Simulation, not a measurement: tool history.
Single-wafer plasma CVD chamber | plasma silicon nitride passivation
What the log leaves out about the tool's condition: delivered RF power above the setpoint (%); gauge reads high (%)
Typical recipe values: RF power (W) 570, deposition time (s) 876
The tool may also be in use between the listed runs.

run,hour,RF power (W),deposition time (s),wafers since the last listed run,hours since the last RF generator calibration,hours since the showerhead was replaced,hours since the gauge calibration,"read-back reference wafer on the same gauge, thickness_nm",mean film thickness on the monitor wafer (angstrom)
1,0,570,876,0,1455.7,6104,521.7,1209.425,12087.18
# hour 44.5: gauge calibrated
2,62.5,570,876,150,1518.2,6166.5,18,1210.447,12103.56
3,97.9,570,876,85,1553.6,6201.9,53.4,1210.599,12105.62
4,152.3,570,876,130,1608,6256.3,107.8,1209.314,12060.89
5,218.6,570,876,159,1674.3,6322.6,174.1,1210.886,12072.48
6,389.7,570,876,411,1845.4,6493.7,345.2,1209.954,12015.68
7,436.9,570,876,113,1892.6,6540.9,392.4,1209.721,11962.71
8,507.9,570,876,170,1963.6,6611.9,463.4,1211.133,11982.98
# hour 529.8: RF generator calibrated
9,560.8,640,955,107,31,6664.8,516.3,1211.08,13947.83
# hour 583.9: gauge calibrated
10,619.2,625,1009,140,89.4,6723.2,35.3,1209.698,14624.03
# hour 670.6: showerhead replaced
11,672.9,570,876,109,143.1,2.3,89,1208.736,12282.04

Forecast run 12:
12,704.5,665,753,75,174.7,33.9,120.6,?,?

{"run 12": {"read-back reference wafer on the same gauge, thickness_nm": 1210.532, "mean film thickness on the monitor wafer (angstrom)": 11173.48}}
Were there no unlogged condition in the tool, this run, its random variation unchanged, would have produced mean film thickness on the monitor wafer (angstrom) 11194.12.
